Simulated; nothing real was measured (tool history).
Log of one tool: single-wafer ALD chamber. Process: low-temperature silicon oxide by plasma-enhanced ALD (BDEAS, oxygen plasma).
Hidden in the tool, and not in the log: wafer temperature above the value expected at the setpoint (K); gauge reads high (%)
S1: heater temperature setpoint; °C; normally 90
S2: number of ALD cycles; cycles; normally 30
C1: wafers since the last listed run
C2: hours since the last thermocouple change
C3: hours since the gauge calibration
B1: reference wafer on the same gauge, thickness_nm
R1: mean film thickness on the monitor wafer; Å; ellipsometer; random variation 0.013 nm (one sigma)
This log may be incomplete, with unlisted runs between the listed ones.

run 1 hour=0 | S1=84 S2=27 | C1=0 C2=1064.2 C3=390 | B1=4.99 | R1=43.04
run 2 hour=88.6 | S1=84 S2=27 | C1=1107 C2=1152.8 C3=478.6 | B1=4.991 | R1=43.19
run 3 hour=146.9 | S1=84 S2=27 | C1=728 C2=1211.1 C3=536.9 | B1=4.986 | R1=43.12
run 4 hour=207.1 | S1=90 S2=30 | C1=752 C2=1271.3 C3=597.1 | B1=4.988 | R1=47
run 5 hour=306.8 | S1=90 S2=30 | C1=1246 C2=1371 C3=696.8 | B1=4.987 | R1=47.04
run 6 hour=409.2 | S1=90 S2=30 | C1=1279 C2=1473.4 C3=799.2 | B1=4.992 | R1=46.83
run 7 hour=466.9 | S1=90 S2=30 | C1=721 C2=1531.1 C3=856.9 | B1=4.988 | R1=47.09
run 8 hour=561.6 | S1=98 S2=30 | C1=1183 C2=1625.8 C3=951.6 | B1=4.99 | R1=45.51
run 9 hour=621.1 | S1=98 S2=30 | C1=743 C2=1685.3 C3=1011.1 | B1=4.989 | R1=45.58
run 10 hour=726.9 | S1=98 S2=30 | C1=1322 C2=1791.1 C3=1116.9 | B1=4.995 | R1=45.67
-- hour=774.8 gauge calibrated
run 11 hour=826.9 | S1=90 S2=27 | C1=1249 C2=1891.1 C3=52.1 | B1=4.987 | R1=41.96
run 12 hour=906.3 | S1=90 S2=30 | C1=992 C2=1970.5 C3=131.5 | B1=4.994 | R1=46.97
run 13 hour=951.6 | S1=90 S2=30 | C1=566 C2=2015.8 C3=176.8 | B1=4.991 | R1=46.86
run 14 hour=989.5 | S1=90 S2=30 | C1=473 C2=2053.7 C3=214.7 | B1=4.989 | R1=46.77
run 15 hour=1033.7 | S1=90 S2=30 | C1=552 C2=2097.9 C3=258.9 | B1=4.987 | R1=46.84
run 16 hour=1110 | S1=90 S2=30 | C1=953 C2=2174.2 C3=335.2 | B1=4.989 | R1=46.61
run 17 hour=1158.5 | S1=90 S2=30 | C1=606 C2=2222.7 C3=383.7 | B1=4.987 | R1=46.75
run 18 hour=1220.6 | S1=90 S2=30 | C1=776 C2=2284.8 C3=445.8 | B1=4.995 | R1=46.83
run 19 hour=1302.1 | S1=76 S2=35 | C1=1018 C2=2366.3 C3=527.3 | B1=4.989 | R1=56.86
run 20 hour=1400.8 | S1=76 S2=34 | C1=1233 C2=2465 C3=626 | B1=4.989 | R1=55.24
run 21 hour=1494.5 | S1=99 S2=28 | C1=1171 C2=2558.7 C3=719.7 | B1=4.993 | R1=42.35
-- hour=1597.3 thermocouple changed; heater temperature recalibrated
run 22 hour=1597.8 | S1=96 S2=32 | C1=1191 C2=0.5 C3=823 | B1=4.986 | R1=49.57
run 23 hour=1645.4 | S1=78 S2=28 | C1=594 C2=48.1 C3=870.6 | B1=4.99 | R1=45.82
run 24 hour=1732.3 | S1=84 S2=32 | C1=1086 C2=135 C3=957.5 | B1=4.989 | R1=51.42
run 25 hour=1771.3 | S1=105 S2=32 | C1=487 C2=174 C3=996.5 | B1=4.993 | R1=48.4
run 26 hour=1966.6 | S1=101 S2=36 | C1=2441 C2=369.3 C3=1191.8 | B1=4.993 | R1=54.91
run 27 hour=2074 | S1=90 S2=32 | C1=1342 C2=476.7 C3=1299.2 | B1=4.99 | R1=50.27

Predict each of these 4 candidate next runs independently; none follows another, all start after run 27:
run A hour=2074.5 | S1=90 S2=30 | C1=6 C2=477.2 C3=1299.7 | B1=? | R1=?
run B hour=2074.5 | S1=78 S2=32 | C1=6 C2=477.2 C3=1299.7 | B1=? | R1=?
run C hour=2074.5 | S1=100 S2=36 | C1=6 C2=477.2 C3=1299.7 | B1=? | R1=?
run D hour=2074.5 | S1=82 S2=36 | C1=6 C2=477.2 C3=1299.7 | B1=? | R1=?

run=A B1=4.991 R1=47.11
run=B B1=4.991 R1=52.1
run=C B1=4.991 R1=54.79
run=D B1=4.991 R1=57.92
With the hidden condition removed and each run's random variation left untouched, the same runs would have given:
run=A R1=47.18
run=B R1=52.18
run=C R1=54.88
run=D R1=58.01

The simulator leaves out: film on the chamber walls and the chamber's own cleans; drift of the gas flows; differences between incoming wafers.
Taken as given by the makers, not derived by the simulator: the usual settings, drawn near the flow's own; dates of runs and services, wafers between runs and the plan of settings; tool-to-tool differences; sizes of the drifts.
